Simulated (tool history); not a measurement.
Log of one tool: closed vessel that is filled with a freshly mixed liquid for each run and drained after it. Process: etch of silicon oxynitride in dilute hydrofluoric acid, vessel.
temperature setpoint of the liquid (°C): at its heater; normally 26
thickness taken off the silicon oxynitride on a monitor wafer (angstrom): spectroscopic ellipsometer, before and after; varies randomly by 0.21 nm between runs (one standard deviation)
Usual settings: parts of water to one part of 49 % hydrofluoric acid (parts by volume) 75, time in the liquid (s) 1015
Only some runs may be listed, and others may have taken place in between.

run,hour,temperature setpoint of the liquid (°C),parts of water to one part of 49 % hydrofluoric acid (parts by volume),time in the liquid (s),wafers since the last listed run,hours since the thermometer was replaced,hours since the hydrofluoric acid flow meter was replaced,hours since the gauge calibration,"read-back film thickness of the silicon oxynitride reference wafer, read on the same gauge (nm)",thickness taken off the silicon oxynitride on a monitor wafer (angstrom)
1,0,26,75,1015,0,812.8,1925.3,41.1,120.03,487.6
2,22.4,26,75,1015,1645,835.2,1947.7,63.5,120,487.3
3,54.5,26,75,1015,2358,867.3,1979.8,95.6,120,484.6
4,81.7,26,75,1015,1998,894.5,2007,122.8,120.02,485
5,112.8,30,75,1015,2284,925.6,2038.1,153.9,119.99,583.8
6,144,30,75,1015,2291,956.8,2069.3,185.1,120.04,581.3
7,174,30,75,1015,2203,986.8,2099.3,215.1,120.03,584.8
8,192.2,26,75,1310,1336,1005,2117.5,233.3,119.99,625.4
9,227.5,22,75,795,2593,1040.3,2152.8,268.6,119.98,315.6
10,260.9,22,75,795,2453,1073.7,2186.2,302,120.01,317.8
11,282.4,22,75,795,1579,1095.2,2207.7,323.5,120.01,313.9
12,306.1,26,75,1015,1740,1118.9,2231.4,347.2,119.99,485.6
13,339.6,26,75,1015,2460,1152.4,2264.9,380.7,120.03,489.8
# hour 347.1: gauge calibrated
14,385.5,26,75,1015,3371,1198.3,2310.8,38.4,120.03,484.9
15,401,22,75,795,1138,1213.8,2326.3,53.9,120.04,317.2
16,436.4,30.5,45,1015,2600,1249.2,2361.7,89.3,120.05,1032.6
17,461.4,26,75,1015,1836,1274.2,2386.7,114.3,120.02,489.8
18,483.7,26,105,430,1638,1296.5,2409,136.6,120.02,144
19,505.4,22,75,795,1594,1318.2,2430.7,158.3,119.99,317
20,530.1,26,75,1015,1814,1342.9,2455.4,183,119.95,489.4
# hour 561.1: thermometer replaced
21,563.8,28.5,95,1540,2402,2.7,2489.1,216.7,120.03,607.3
# hour 579.3: hydrofluoric acid flow meter replaced
22,628.6,29.5,75,1255,4686,67.5,49.3,281.5,119.99,708.9
23,651.8,23,115,780,1704,90.7,72.5,304.7,120,206
24,670.9,27.5,50,610,1403,109.8,91.6,323.8,120.01,482.9
25,702.9,22,75,1015,2350,141.8,123.6,355.8,119.99,403.5
26,722.5,23.5,75,655,1439,161.4,143.2,375.4,119.98,281.6
27,734.5,26,75,1015,881,173.4,155.2,387.4,120.01,489.1
# hour 742.2: gauge calibrated
28,752.4,22.5,45,1015,1314,191.3,173.1,10.2,120.04,710.5
29,767.1,26,75,1015,1079,206,187.8,24.9,120.02,490.2

3 ways to go on from here, each from the tool as it stands after run 29. What would each give?
A,768,26,75,1015,66,206.9,188.7,25.8,?,?
B,768,23.5,95,415,66,206.9,188.7,25.8,?,?
C,768,28,60,435,66,206.9,188.7,25.8,?,?

run,"read-back film thickness of the silicon oxynitride reference wafer, read on the same gauge (nm)",thickness taken off the silicon oxynitride on a monitor wafer (angstrom)
A,120.01,489.9
B,120.01,138
C,120.01,292.4
The same runs, with their run-to-run variation unchanged, on a tool lacking any hidden condition would have given:
run,thickness taken off the silicon oxynitride on a monitor wafer (angstrom)
A,491.1
B,138.4
C,293.1
